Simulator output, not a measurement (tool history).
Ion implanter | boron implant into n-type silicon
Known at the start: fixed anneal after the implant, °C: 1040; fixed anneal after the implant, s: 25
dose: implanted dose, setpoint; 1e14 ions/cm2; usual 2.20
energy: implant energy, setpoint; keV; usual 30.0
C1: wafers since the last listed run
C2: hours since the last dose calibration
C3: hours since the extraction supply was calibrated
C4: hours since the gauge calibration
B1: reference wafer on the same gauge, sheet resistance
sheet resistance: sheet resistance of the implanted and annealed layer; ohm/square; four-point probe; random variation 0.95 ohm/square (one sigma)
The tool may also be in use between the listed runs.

Run 1, day 0.000: usual settings; C1 0; C2 1850.7; C3 3059.5; C4 105.2; B1 440.96. Result: sheet resistance 428.16 ohm/square.
Run 2, day 0.733: usual settings; C1 446; C2 1868.3; C3 3077.1; C4 122.8; B1 440.86. Result: sheet resistance 425.14 ohm/square.
Run 3, day 1.325: usual settings; C1 360; C2 1882.5; C3 3091.3; C4 137.0; B1 441.27. Result: sheet resistance 427.68 ohm/square.
Run 4, day 1.629: usual settings; C1 185; C2 1889.8; C3 3098.6; C4 144.3; B1 440.68. Result: sheet resistance 427.19 ohm/square.
Run 5, day 2.188: usual settings; C1 339; C2 1903.2; C3 3112.0; C4 157.7; B1 440.86. Result: sheet resistance 426.02 ohm/square.
Run 6, day 2.529: usual settings but dose 2.52 1e14 ions/cm2; C1 207; C2 1911.4; C3 3120.2; C4 165.9; B1 440.86. Result: sheet resistance 383.80 ohm/square.
Run 7, day 3.233: usual settings but dose 2.52 1e14 ions/cm2; C1 428; C2 1928.3; C3 3137.1; C4 182.8; B1 440.82. Result: sheet resistance 381.89 ohm/square.
Run 8, day 3.754: usual settings; C1 316; C2 1940.8; C3 3149.6; C4 195.3; B1 441.16. Result: sheet resistance 427.07 ohm/square.
Run 9, day 4.046: usual settings but dose 1.96 1e14 ions/cm2; C1 177; C2 1947.8; C3 3156.6; C4 202.3; B1 440.97. Result: sheet resistance 468.43 ohm/square.
Run 10, day 4.625: usual settings but dose 2.49 1e14 ions/cm2; C1 352; C2 1961.7; C3 3170.5; C4 216.2; B1 440.72. Result: sheet resistance 387.37 ohm/square.
Run 11, day 5.258: usual settings but dose 2.49 1e14 ions/cm2; C1 385; C2 1976.9; C3 3185.7; C4 231.4; B1 441.13. Result: sheet resistance 387.31 ohm/square.
Run 12, day 5.825: usual settings; C1 344; C2 1990.5; C3 3199.3; C4 245.0; B1 440.96. Result: sheet resistance 429.41 ohm/square.
Run 13, day 6.367: usual settings; C1 329; C2 2003.5; C3 3212.3; C4 258.0; B1 441.05. Result: sheet resistance 426.83 ohm/square.
Run 14, day 6.950: usual settings; C1 355; C2 2017.5; C3 3226.3; C4 272.0; B1 440.73. Result: sheet resistance 427.99 ohm/square.
Run 15, day 7.508: usual settings but dose 1.73 1e14 ions/cm2; C1 339; C2 2030.9; C3 3239.7; C4 285.4; B1 441.17. Result: sheet resistance 517.56 ohm/square.
Run 16, day 8.004: usual settings but energy 36.0 keV; C1 301; C2 2042.8; C3 3251.6; C4 297.3; B1 440.64. Result: sheet resistance 419.42 ohm/square.
Run 17, day 8.742: usual settings; C1 448; C2 2060.5; C3 3269.3; C4 315.0; B1 441.29. Result: sheet resistance 427.45 ohm/square.
Run 18, day 9.621: usual settings; C1 535; C2 2081.6; C3 3290.4; C4 336.1; B1 440.83. Result: sheet resistance 427.18 ohm/square.
Run 19, day 10.346: usual settings but dose 2.51 1e14 ions/cm2, energy 23.0 keV; C1 441; C2 2099.0; C3 3307.8; C4 353.5; B1 441.07. Result: sheet resistance 397.34 ohm/square.
At day 10.733: Faraday cup replaced and dose calibrated.
Run 20, day 10.779: usual settings but dose 1.86 1e14 ions/cm2; C1 60; C2 1.1; C3 3318.2; C4 363.9; B1 440.86. Result: sheet resistance 465.45 ohm/square.
At day 11.317: extraction supply calibrated.
Run 21, day 11.338: usual settings but dose 1.80 1e14 ions/cm2, energy 26.5 keV; C1 136; C2 14.5; C3 0.5; C4 377.3; B1 440.91. Result: sheet resistance 488.86 ohm/square.
Run 22, day 11.817: usual settings but dose 2.01 1e14 ions/cm2, energy 21.0 keV; C1 291; C2 26.0; C3 12.0; C4 388.8; B1 440.75. Result: sheet resistance 459.62 ohm/square.
Run 23, day 12.312: usual settings; C1 301; C2 37.9; C3 23.9; C4 400.7; B1 440.82. Result: sheet resistance 410.04 ohm/square.
At day 12.538: gauge calibrated.
Run 24, day 12.758: usual settings; C1 271; C2 48.6; C3 34.6; C4 5.3; B1 440.87. Result: sheet resistance 410.45 ohm/square.
Run 25, day 13.446: usual settings but dose 1.93 1e14 ions/cm2; C1 418; C2 65.1; C3 51.1; C4 21.8; B1 440.90. Result: sheet resistance 455.65 ohm/square.
Run 26, day 14.171: usual settings but dose 1.62 1e14 ions/cm2; C1 441; C2 82.5; C3 68.5; C4 39.2; B1 440.95. Result: sheet resistance 522.83 ohm/square.
Run 27, day 14.488: usual settings but dose 2.65 1e14 ions/cm2; C1 192; C2 90.1; C3 76.1; C4 46.8; B1 440.78. Result: sheet resistance 353.99 ohm/square.
Run 28, day 14.896: usual settings but dose 2.42 1e14 ions/cm2, energy 21.5 keV; C1 248; C2 99.9; C3 85.9; C4 56.6; B1 441.03. Result: sheet resistance 397.20 ohm/square.
Run 29, day 15.233: usual settings but dose 1.88 1e14 ions/cm2, energy 26.0 keV; C1 205; C2 108.0; C3 94.0; C4 64.7; B1 440.83. Result: sheet resistance 477.78 ohm/square.
Run 30, day 15.625: usual settings but energy 20.5 keV; C1 238; C2 117.4; C3 103.4; C4 74.1; B1 440.88. Result: sheet resistance 431.59 ohm/square.
Run 31, day 16.046: usual settings; C1 256; C2 127.5; C3 113.5; C4 84.2; B1 441.02. Result: sheet resistance 415.20 ohm/square.
Run 32, day 16.704: usual settings but energy 36.0 keV; C1 400; C2 143.3; C3 129.3; C4 100.0; B1 440.93. Result: sheet resistance 403.50 ohm/square.
Run 33, day 17.312: usual settings but dose 1.73 1e14 ions/cm2; C1 370; C2 157.9; C3 143.9; C4 114.6; B1 440.78. Result: sheet resistance 498.99 ohm/square.
Run 34, day 17.608: usual settings but dose 2.68 1e14 ions/cm2; C1 180; C2 165.0; C3 151.0; C4 121.7; B1 441.25. Result: sheet resistance 354.23 ohm/square.
Run 35, day 18.325: usual settings; C1 436; C2 182.2; C3 168.2; C4 138.9; B1 441.06. Result: sheet resistance 414.08 ohm/square.
Run 36, day 18.717: usual settings but dose 1.71 1e14 ions/cm2, energy 21.5 keV; C1 238; C2 191.6; C3 177.6; C4 148.3; B1 440.98. Result: sheet resistance 530.02 ohm/square.
Run 37, day 19.150: usual settings but dose 2.39 1e14 ions/cm2, energy 23.0 keV; C1 263; C2 202.0; C3 188.0; C4 158.7; B1 441.20. Result: sheet resistance 399.41 ohm/square.

Forecast each of these 4 alternatives for the next run:
Run A, day 19.167: usual settings but dose 1.91 1e14 ions/cm2; C1 10; C2 202.4; C3 188.4; C4 159.1; B1 ?. Result: sheet resistance ?.
Run B, day 19.167: usual settings but dose 1.83 1e14 ions/cm2, energy 36.0 keV; C1 10; C2 202.4; C3 188.4; C4 159.1; B1 ?. Result: sheet resistance ?.
Run C, day 19.167: usual settings but dose 2.76 1e14 ions/cm2, energy 33.0 keV; C1 10; C2 202.4; C3 188.4; C4 159.1; B1 ?. Result: sheet resistance ?.
Run D, day 19.167: usual settings but energy 35.0 keV; C1 10; C2 202.4; C3 188.4; C4 159.1; B1 ?. Result: sheet resistance ?.

run      B1  sheet resistance
  A  440.68            464.10
  B  440.68            467.91
  C  440.68            342.31
  D  440.68            407.22
Without the tool's hidden state the same runs would have given:
run  sheet resistance
  A            457.38
  B            461.30
  C            337.21
  D            401.32
